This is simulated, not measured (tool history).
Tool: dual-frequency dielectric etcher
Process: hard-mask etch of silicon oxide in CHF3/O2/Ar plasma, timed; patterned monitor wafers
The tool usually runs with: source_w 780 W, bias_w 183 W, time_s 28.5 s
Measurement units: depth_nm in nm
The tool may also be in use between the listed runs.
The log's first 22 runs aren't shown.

run,hour,source_w,bias_w,time_s,"read-back reference wafer on the same gauge, depth_nm",depth_nm
23,1784.1,780,195,28.5,66.4,61.5
24,1839.0,700,183,32.0,66.3,65.5
25,1901.0,910,183,36.5,66.2,83.7
26,1937.6,700,216,22.0,66.1,48.1
# hour 1964.8: wet clean of the chamber
27,2026.9,890,222,25.5,66.2,62.1
28,2072.6,670,206,36.5,66.2,76.0
29,2128.5,670,227,28.5,66.1,61.1
30,2167.0,730,183,28.5,66.2,58.4

Below are 4 alternative next runs, each starting from the tool's condition after run 30. Predict each:
A,2167.4,580,183,28.5,?,?
B,2167.4,780,226,28.5,?,?
C,2167.4,870,183,28.5,?,?
D,2167.4,880,183,28.5,?,?

run,"read-back reference wafer on the same gauge, depth_nm",depth_nm
A,66.3,53.5
B,66.3,65.8
C,66.3,63.7
D,66.3,64.0
Stripped of hidden state, with their random variation kept, the same runs would have yielded:
run,depth_nm
A,53.5
B,65.8
C,63.7
D,64.0

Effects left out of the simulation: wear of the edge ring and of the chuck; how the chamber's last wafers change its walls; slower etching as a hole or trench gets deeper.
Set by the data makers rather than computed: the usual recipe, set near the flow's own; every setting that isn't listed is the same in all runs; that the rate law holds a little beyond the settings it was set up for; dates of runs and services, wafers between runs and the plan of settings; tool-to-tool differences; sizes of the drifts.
